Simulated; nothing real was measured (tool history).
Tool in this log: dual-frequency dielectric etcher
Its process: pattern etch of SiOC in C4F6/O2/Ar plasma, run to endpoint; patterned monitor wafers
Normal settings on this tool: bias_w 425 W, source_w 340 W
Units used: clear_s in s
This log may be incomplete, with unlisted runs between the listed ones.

run	hour	bias_w	source_w	wafers since the last listed run	hours since the last wet clean	hours since the last bias power generator calibration	hours since the last source power generator calibration	hours since the last upper electrode change	incoming incoming film thickness, nm	clear_s
1	0.0	425	310	0	191.1	5457.0	3256.9	2716.3	46.02	17.3
2	7.0	425	310	65	198.1	5464.0	3263.9	2723.3	46.16	17.4
3	23.4	367	340	153	214.5	5480.4	3280.3	2739.7	45.43	17.3
4	30.9	367	340	70	222.0	5487.9	3287.8	2747.2	46.00	17.6
5	61.5	399	310	286	252.6	5518.5	3318.4	2777.8	45.81	17.7
6	77.8	399	310	152	268.9	5534.8	3334.7	2794.1	46.17	17.8
# hour 91.0: source power generator calibrated
7	91.4	399	310	89	282.5	5548.4	0.4	2807.7	45.84	17.6
# hour 108.2: bias power generator calibrated
8	108.7	425	340	124	299.8	0.5	17.7	2825.0	45.80	16.8
9	132.4	425	340	221	323.5	24.2	41.4	2848.7	45.98	16.8
10	141.5	425	340	85	332.6	33.3	50.5	2857.8	46.45	17.1
11	147.6	425	340	57	338.7	39.4	56.6	2863.9	46.05	16.9
12	162.1	425	340	135	353.2	53.9	71.1	2878.4	46.06	16.9
13	172.1	425	340	93	363.2	63.9	81.1	2888.4	46.02	16.9
14	180.4	425	270	77	371.5	72.2	89.4	2896.7	45.52	18.2
# hour 209.3: wet clean of the chamber
15	209.8	473	340	50	0.5	101.6	118.8	2926.1	45.94	16.0
16	210.1	425	340	2	0.8	101.9	119.1	2926.4	46.17	16.7
17	210.5	498	310	3	1.2	102.3	119.5	2926.8	46.38	16.4
18	217.0	377	410	60	7.7	108.8	126.0	2933.3	46.26	16.1
# hour 241.2: upper electrode replaced
19	241.7	377	410	6	32.4	133.5	150.7	0.5	45.78	16.0
20	242.0	525	360	2	32.7	133.8	151.0	0.8	46.01	15.2
21	257.5	425	270	145	48.2	149.3	166.5	16.3	45.68	18.1
22	267.3	425	310	91	58.0	159.1	176.3	26.1	46.11	17.4
23	284.8	425	340	163	75.5	176.6	193.8	43.6	45.84	16.6
24	296.2	325	360	106	86.9	188.0	205.2	55.0	45.75	17.8
25	304.1	326	340	73	94.8	195.9	213.1	62.9	45.81	18.1
26	313.7	366	340	89	104.4	205.5	222.7	72.5	45.91	17.6
27	325.0	386	280	105	115.7	216.8	234.0	83.8	45.99	18.6
28	334.9	425	340	92	125.6	226.7	243.9	93.7	45.76	16.6
29	352.4	372	380	163	143.1	244.2	261.4	111.2	45.71	16.6
30	362.3	385	310	92	153.0	254.1	271.3	121.1	46.24	18.0
31	374.0	343	310	109	164.7	265.8	283.0	132.8	46.15	18.6
32	388.9	345	300	139	179.6	280.7	297.9	147.7	46.07	18.9

Expected results for the next run?
33	402.8	389	390	130	193.5	294.6	311.8	161.6	45.87	?

{"run 33": {"clear_s": 16.4}}
With no hidden state in the tool, this same run would have given clear_s 16.2 s.
